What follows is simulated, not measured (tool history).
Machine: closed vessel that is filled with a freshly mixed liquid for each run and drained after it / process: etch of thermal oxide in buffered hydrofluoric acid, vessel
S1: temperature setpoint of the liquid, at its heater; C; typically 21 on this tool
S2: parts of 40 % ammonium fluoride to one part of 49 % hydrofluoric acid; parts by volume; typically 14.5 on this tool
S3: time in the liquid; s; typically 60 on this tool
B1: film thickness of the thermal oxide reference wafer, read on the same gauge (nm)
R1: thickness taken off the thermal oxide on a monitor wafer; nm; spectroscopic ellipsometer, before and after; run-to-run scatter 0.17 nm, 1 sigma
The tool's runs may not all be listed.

Run 1, hour 0: usual settings; B1 89.73. Result: R1 42.72 nm.
Run 2, hour 68.8: usual settings; B1 89.49. Result: R1 42.6 nm.
Run 3, hour 169.5: usual settings; B1 89.25. Result: R1 42.5 nm.
Run 4, hour 259.8: usual settings but S1 25 C, S2 19 parts by volume; B1 89. Result: R1 40.36 nm.
Run 5, hour 328.9: usual settings but S1 25 C, S2 19 parts by volume; B1 88.86. Result: R1 40.51 nm.
Run 6, hour 367.1: usual settings but S1 25 C, S2 19 parts by volume; B1 88.82. Result: R1 40.39 nm.
At hour 384.2: thermometer replaced.
Run 7, hour 454.4: usual settings; B1 88.64. Result: R1 41.91 nm.
Run 8, hour 495.1: usual settings but S3 45 s; B1 88.57. Result: R1 31.5 nm.
Run 9, hour 577: usual settings; B1 88.48. Result: R1 42.1 nm.
Run 10, hour 685: usual settings; B1 88.36. Result: R1 41.81 nm.
Run 11, hour 770.6: usual settings but S2 16.5 parts by volume, S3 50 s; B1 88.28. Result: R1 30.76 nm.
Run 12, hour 826.2: usual settings; B1 88.24. Result: R1 42.14 nm.
Run 13, hour 902.6: usual settings; B1 88.21. Result: R1 41.95 nm.
Run 14, hour 992.2: usual settings but S1 22.5 C; B1 88.11. Result: R1 45.49 nm.
At hour 994: hydrofluoric acid flow meter replaced.
Run 15, hour 1098.7: usual settings but S1 26 C, S2 20.5 parts by volume, S3 30 s; B1 88.09. Result: R1 19.81 nm.
Run 16, hour 1166.8: usual settings but S3 75 s; B1 88.03. Result: R1 52.11 nm.
At hour 1195.5: thermometer replaced.
Run 17, hour 1242.4: usual settings but S2 17 parts by volume; B1 88. Result: R1 35.91 nm.
Run 18, hour 1292.6: usual settings but S1 24 C, S3 30 s; B1 88.01. Result: R1 24.75 nm.

Run 19, settings as shown, results not yet in. Your forecast:
Run 19, hour 1397.5: usual settings but S1 18.5 C, S2 17.5 parts by volume; B1 ?. Result: R1 ?.

Run 19 yielded B1 87.97, R1 30.27 nm.
Were there no unlogged condition in the tool, this run, its random variation unchanged, would have produced R1 30.97 nm.
